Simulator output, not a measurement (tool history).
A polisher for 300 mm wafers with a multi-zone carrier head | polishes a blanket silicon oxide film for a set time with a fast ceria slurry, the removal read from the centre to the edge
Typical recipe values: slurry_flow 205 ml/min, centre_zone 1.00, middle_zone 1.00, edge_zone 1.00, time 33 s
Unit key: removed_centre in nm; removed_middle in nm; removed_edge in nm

run     day  slurry_flow  centre_zone  middle_zone  edge_zone  time  wafers since the last listed run  wafers polished on this pad  hours since the slurry nozzle was cleaned  hours since the centre zone pressure was calibrated  hours since the edge zone pressure was calibrated  hours since the carrier head's membrane was replaced  incoming thickness of the incoming film, nm  removed_centre  removed_middle  removed_edge
  1   0.000          205         1.00         0.91       1.00    33                                 0                         2691                                      442.0                                                636.2                                              379.8                                                 257.8                                       1815.3           498.1           469.8         520.3
      0.867  -- slurry nozzle cleaned
  2   2.508          205         1.00         1.00       1.00    33                               458                         3149                                       39.4                                                696.4                                              440.0                                                 318.0                                       1780.1           533.0           533.0         560.0
      3.879  -- edge zone pressure recalibrated
  3   5.912          205         1.00         1.00       1.00    33                               617                         3766                                      121.1                                                778.1                                               48.8                                                 399.7                                       1815.9           529.0           522.4         557.8
      7.996  -- worn pad replaced by a new one
  4   8.062          205         1.00         1.00       1.00    33                               368                           12                                      172.7                                                829.7                                              100.4                                                 451.3                                       1811.7           530.2           525.4         542.0
  5  10.188          205         1.00         1.00       1.00    33                               394                          406                                      223.7                                                880.7                                              151.4                                                 502.3                                       1841.3           524.8           516.9         540.5
     11.367  -- centre zone pressure recalibrated
     13.262  -- carrier head's membrane replaced by a new one
  6  14.300          205         1.00         1.00       1.00    33                               709                         1116                                      322.4                                                 70.4                                              250.1                                                  24.9                                       1831.0           512.5           510.2         534.7
  7  18.696          205         1.09         1.00       1.06    33                               816                         1933                                      427.9                                                175.9                                              355.6                                                 130.4                                       1801.8           541.9           501.9         544.7
  8  22.717          205         1.00         1.00       1.00    33                               747                         2680                                      524.4                                                272.4                                              452.1                                                 226.9                                       1825.0           493.8           488.6         514.7
     23.938  -- slurry nozzle cleaned
  9  24.867          250         0.90         1.11       0.93    33                               391                         3072                                       22.3                                                324.0                                              503.7                                                 278.5                                       1787.3           509.0           576.6         545.1
     27.254  -- edge zone pressure recalibrated
     28.538  -- worn pad replaced by a new one
 10  29.138          205         1.00         1.00       1.00    33                               747                          111                                      124.8                                                426.5                                               45.2                                                 381.0                                       1785.5           526.4           522.3         547.1
 11  32.067          205         1.00         1.08       0.95    33                               544                          655                                      195.1                                                496.8                                              115.5                                                 451.3                                       1777.2           513.1           543.0         531.2
 12  36.042          265         1.00         1.11       1.00    33                               738                         1394                                      290.5                                                592.2                                              210.9                                                 546.7                                       1792.3           526.2           562.6         549.0
 13  40.329          205         1.00         1.10       1.00    33                               796                         2190                                      393.4                                                695.1                                              313.8                                                 649.6                                       1801.5           493.1           526.4         527.1
     40.950  -- carrier head's membrane replaced by a new one
 14  44.012          205         1.00         1.00       1.00    44                               645                         2836                                      481.8                                                783.5                                              402.2                                                  73.5                                       1821.6           641.4           652.4         689.8
     45.575  -- centre zone pressure recalibrated
     45.592  -- slurry nozzle cleaned
     45.646  -- edge zone pressure recalibrated
 15  46.021          205         1.00         1.00       1.00    33                               344                         3181                                       10.3                                                 10.7                                                9.0                                                 121.7                                       1837.4           553.3           534.1         537.6
 16  49.846          205         1.00         1.00       1.00    33                               710                         3891                                      102.1                                                102.5                                              100.8                                                 213.5                                       1829.5           520.8           527.8         535.1
     51.792  -- worn pad replaced by a new one
 17  52.917          205         1.05         0.95       0.91    33                               539                          209                                      175.8                                                176.2                                              174.5                                                 287.2                                       1821.2           534.6           500.8         513.1
 18  56.346          205         1.00         1.00       1.00    33                               637                          846                                      258.1                                                258.5                                              256.8                                                 369.5                                       1806.7           513.7           505.0         535.7
 19  59.217          245         1.00         0.89       1.00    29                               533                         1379                                      327.0                                                327.4                                              325.7                                                 438.4                                       1847.1           459.5           427.6         469.6
 20  62.733          240         1.00         1.05       1.00    24                               653                         2033                                      411.4                                                411.8                                              410.1                                                 522.8                                       1807.4           364.9           377.1         394.2
     64.246  -- carrier head's membrane replaced by a new one
     65.033  -- slurry nozzle cleaned
 21  66.808          205         1.00         1.00       1.04    33                               710                         2744                                       42.6                                                509.6                                              507.9                                                  61.5                                       1827.5           543.7           534.0         552.6
     70.079  -- edge zone pressure recalibrated
 22  70.912          185         1.03         1.04       1.00    33                               747                         3491                                      141.1                                                608.1                                               20.0                                                 160.0                                       1808.5           528.1           531.2         534.4

Here are 4 independent what-if runs from the current tool condition. What would each one return?
  A  70.929          185         1.00         1.00       1.00    33                                 3                         3494                                      141.5                                                608.5                                               20.4                                                 160.4                                       1809.7               ?               ?             ?
  B  70.929          180         1.00         1.00       1.00    33                                 3                         3494                                      141.5                                                608.5                                               20.4                                                 160.4                                       1809.7               ?               ?             ?
  C  70.929          205         1.09         1.00       1.09    33                                 3                         3494                                      141.5                                                608.5                                               20.4                                                 160.4                                       1809.7               ?               ?             ?
  D  70.929          205         1.00         1.05       1.00    33                                 3                         3494                                      141.5                                                608.5                                               20.4                                                 160.4                                       1809.7               ?               ?             ?

run  removed_centre  removed_middle  removed_edge
  A           522.8           521.1         528.8
  B           520.2           518.8         527.1
  C           571.4           529.2         558.2
  D           532.2           542.1         534.7
Without the tool's unlogged condition, the same runs would have read:
run  removed_centre  removed_middle  removed_edge
  A           535.1           532.1         536.9
  B           532.7           530.0         535.3
  C           583.6           539.3         566.0
  D           543.6           552.4         542.3

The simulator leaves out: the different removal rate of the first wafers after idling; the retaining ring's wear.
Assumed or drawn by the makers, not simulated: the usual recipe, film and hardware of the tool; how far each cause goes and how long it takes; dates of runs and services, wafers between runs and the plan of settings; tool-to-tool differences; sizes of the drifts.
